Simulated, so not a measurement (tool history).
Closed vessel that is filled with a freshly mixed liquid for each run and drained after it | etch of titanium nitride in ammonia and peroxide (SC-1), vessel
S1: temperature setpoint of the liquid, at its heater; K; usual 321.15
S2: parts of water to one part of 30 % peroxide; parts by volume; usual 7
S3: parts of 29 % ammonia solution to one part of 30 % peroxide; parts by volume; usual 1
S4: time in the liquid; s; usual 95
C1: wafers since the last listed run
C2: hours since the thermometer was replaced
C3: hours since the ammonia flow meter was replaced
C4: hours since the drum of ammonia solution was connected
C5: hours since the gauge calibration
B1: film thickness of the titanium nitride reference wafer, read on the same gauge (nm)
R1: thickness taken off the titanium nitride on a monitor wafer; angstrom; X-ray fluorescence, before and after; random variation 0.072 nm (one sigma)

run	day	S1	S2	S3	S4	C1	C2	C3	C4	C5	B1	R1
1	0	321.15	9	1	95	0	126.2	524.1	16.4	328.6	149.98	108
2	2.55	321.15	9	1	95	5502	187.4	585.3	77.6	389.8	149.96	107.2
# day 4.183: ammonia flow meter replaced
3	5.254	321.15	7	1	95	5744	252.3	25.7	142.5	454.7	149.94	121.8
4	6.617	321.15	7	1	95	2939	285	58.4	175.2	487.4	149.97	121.1
5	8.496	321.15	7	1	95	4054	330.1	103.5	220.3	532.5	149.99	120.9
6	10.608	321.15	7	1	95	4558	380.8	154.2	271	583.2	150.04	121.8
7	13.046	321.15	7	1	95	5259	439.3	212.7	329.5	641.7	149.98	120.6
8	14.846	315.65	7	1	95	3883	482.5	255.9	372.7	684.9	149.97	82
9	16.262	315.65	7	1	95	3056	516.5	289.9	406.7	718.9	150.02	80.5
10	18.938	315.65	7	1	95	5771	580.7	354.1	470.9	783.1	149.98	81.4
# day 20.733: thermometer replaced
# day 21.354: new drum of ammonia solution connected
11	21.629	326.15	8	0.5	125	5628	21.5	418.7	6.6	847.7	150.04	190
12	23.875	321.15	7	0.85	95	4845	75.4	472.6	60.5	901.6	149.98	119.3
13	26.742	321.15	8	1	140	6185	144.2	541.4	129.3	970.4	149.99	166.9
14	29.408	321.15	7	1	95	5753	208.2	605.4	193.3	1034.4	150	121.5
# day 29.592: ammonia flow meter replaced
15	31.429	327.65	6	1.2	130	4270	256.7	44.1	241.8	1082.9	150.03	283.7
16	34.4	327.65	6	1.2	130	6410	328	115.4	313.1	1154.2	150.02	282.5
17	36.383	325.65	5	1	95	4279	375.6	163	360.7	1201.8	150	192.3
18	39.283	321.15	7	1	95	6257	445.2	232.6	430.3	1271.4	150.01	120.8
19	40.925	321.15	8	1	140	3542	484.6	272	469.7	1310.8	149.97	168.6
20	43.612	311.65	9.5	1	95	5798	549.1	336.5	534.2	1375.3	150.02	52.4
# day 43.738: new drum of ammonia solution connected
# day 44.562: gauge calibrated
21	46.142	328.65	5	0.75	120	5367	609.8	397.2	57.7	37.9	150	288.6
22	49.112	321.15	7	1.2	55	6410	681.1	468.5	129	109.2	149.99	72.5
23	50.196	321.15	7	1	95	2337	707.1	494.5	155	135.2	150.01	121.7
24	53.088	321.15	7	1	95	6239	776.5	563.9	224.4	204.6	150.02	120.4
# day 54.883: ammonia flow meter replaced
# day 55.062: thermometer replaced
25	59.575	315.15	7	1	95	13818	108.3	112.6	380.1	360.3	150.02	78.5
26	60.871	321.15	7	0.65	95	2796	139.4	143.7	411.2	391.4	150.01	112.5

5 ways to go on from here, each from the tool as it stands after run 26. What would each give?
A	60.9	321.15	5	1	95	62	140.1	144.4	411.9	392.1	?	?
B	60.9	315.15	5	1.2	95	62	140.1	144.4	411.9	392.1	?	?
C	60.9	321.15	5	1.2	95	62	140.1	144.4	411.9	392.1	?	?
D	60.9	326.15	7	1	50	62	140.1	144.4	411.9	392.1	?	?
E	60.9	328.65	6	1.2	135	62	140.1	144.4	411.9	392.1	?	?

run	B1	R1
A	150.01	141.4
B	150.01	93.7
C	150.01	144.2
D	150.01	90.6
E	150.01	317.9
Without the tool's hidden state the same runs would have given:
run	R1
A	141.4
B	93.7
C	144.2
D	90.6
E	317.9

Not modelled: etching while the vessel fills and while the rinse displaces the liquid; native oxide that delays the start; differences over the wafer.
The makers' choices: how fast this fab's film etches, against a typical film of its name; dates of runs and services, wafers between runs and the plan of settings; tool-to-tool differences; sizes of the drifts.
